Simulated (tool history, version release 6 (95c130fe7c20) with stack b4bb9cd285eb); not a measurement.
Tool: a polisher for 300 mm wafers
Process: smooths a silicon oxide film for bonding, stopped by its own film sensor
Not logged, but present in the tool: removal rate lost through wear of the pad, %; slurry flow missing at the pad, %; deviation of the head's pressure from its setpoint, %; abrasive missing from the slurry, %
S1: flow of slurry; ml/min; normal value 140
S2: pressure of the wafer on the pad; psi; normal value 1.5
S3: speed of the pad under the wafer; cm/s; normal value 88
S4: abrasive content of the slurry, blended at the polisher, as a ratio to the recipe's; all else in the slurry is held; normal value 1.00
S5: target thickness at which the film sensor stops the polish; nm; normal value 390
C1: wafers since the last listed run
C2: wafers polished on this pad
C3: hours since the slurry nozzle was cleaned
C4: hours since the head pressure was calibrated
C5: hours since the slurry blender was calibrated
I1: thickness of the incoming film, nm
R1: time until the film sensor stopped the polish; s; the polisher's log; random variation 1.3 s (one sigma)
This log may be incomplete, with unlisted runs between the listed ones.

run,hour,S1,S2,S3,S4,S5,C1,C2,C3,C4,C5,I1,R1
1,0.0,140,1.5,88,1.00,390,0,788,362.9,529.3,36.8,416.7,72.6
2,68.0,140,1.5,88,1.00,390,1078,1867,430.9,597.3,104.8,417.7,78.3
3,92.0,140,1.5,88,1.00,390,380,2248,454.9,621.3,128.8,422.8,90.6
# hour 104.0: slurry nozzle cleaned
4,120.7,150,1.5,88,1.00,390,439,2687,16.7,650.0,157.5,422.3,90.2
# hour 176.4: worn pad replaced by a new one
5,190.0,140,1.5,70,1.00,390,1036,216,86.0,719.3,226.8,415.7,89.3
6,244.8,140,1.5,70,1.00,390,869,1085,140.8,774.1,281.6,417.9,104.0
7,274.3,140,1.5,88,1.00,390,468,1553,170.3,803.6,311.1,419.3,96.8
# hour 300.6: slurry blender recalibrated
8,324.5,170,1.5,88,1.00,390,764,2318,220.5,853.8,23.9,426.9,98.5
9,365.0,170,1.5,104,1.00,390,642,2961,261.0,894.3,64.4,415.4,60.9
10,423.3,140,1.5,72,1.00,390,925,3886,319.3,952.6,122.7,419.8,102.6
# hour 477.0: worn pad replaced by a new one
11,478.5,140,1.5,72,1.00,390,812,23,374.5,1007.8,177.9,422.0,110.7
12,519.4,140,1.5,76,1.00,397,648,672,415.4,1048.7,218.8,419.9,78.5
# hour 528.2: slurry nozzle cleaned
13,577.1,140,1.5,76,1.00,397,899,1571,48.9,1106.4,276.5,418.2,76.2
14,617.2,120,1.5,88,1.10,390,636,2208,89.0,1146.5,316.6,416.3,83.6
# hour 662.9: slurry blender recalibrated
15,675.3,140,1.5,104,1.00,390,890,3098,147.1,1204.6,12.4,419.1,73.8
# hour 701.4: worn pad replaced by a new one
# hour 727.7: head pressure recalibrated
16,790.5,140,2.0,88,0.75,393,1732,1382,262.3,62.8,127.6,418.0,67.5
17,843.5,140,1.5,88,1.00,390,840,2223,315.3,115.8,180.6,416.0,72.2
# hour 911.0: slurry nozzle cleaned
18,914.2,140,1.5,64,1.00,386,1105,3329,3.2,186.5,251.3,423.7,142.0
# hour 948.5: worn pad replaced by a new one
# hour 959.7: slurry blender recalibrated
19,960.2,140,1.9,76,1.00,398,634,154,49.2,232.5,0.5,414.2,38.7
20,984.9,140,1.5,88,1.00,390,391,546,73.9,257.2,25.2,421.4,84.6
21,1012.2,140,1.7,96,0.90,390,433,979,101.2,284.5,52.5,424.6,84.7
22,1080.8,140,1.5,60,1.00,398,1088,2067,169.8,353.1,121.1,418.4,76.3
23,1140.9,140,1.9,88,1.25,390,953,3021,229.9,413.2,181.2,411.5,44.1
24,1190.9,165,1.5,88,1.25,385,793,3814,279.9,463.2,231.2,427.9,106.3
# hour 1245.5: worn pad replaced by a new one
25,1261.7,140,1.5,88,1.00,390,1059,256,350.7,534.0,302.0,416.0,82.0
26,1308.9,140,1.8,88,1.00,390,748,1005,397.9,581.2,349.2,420.0,88.6

Branching from run 26: 3 alternative next runs. What would each branch give?
A,1309.3,140,1.5,88,1.25,390,6,1011,398.3,581.6,349.6,418.9,?
B,1309.3,115,1.5,66,1.00,386,6,1011,398.3,581.6,349.6,418.9,?
C,1309.3,140,1.5,88,1.00,384,6,1011,398.3,581.6,349.6,418.9,?

run,R1
A,82.8
B,145.0
C,117.5
Had the tool no hidden state, the same runs would have come out as:
run,R1
A,65.2
B,110.3
C,89.4

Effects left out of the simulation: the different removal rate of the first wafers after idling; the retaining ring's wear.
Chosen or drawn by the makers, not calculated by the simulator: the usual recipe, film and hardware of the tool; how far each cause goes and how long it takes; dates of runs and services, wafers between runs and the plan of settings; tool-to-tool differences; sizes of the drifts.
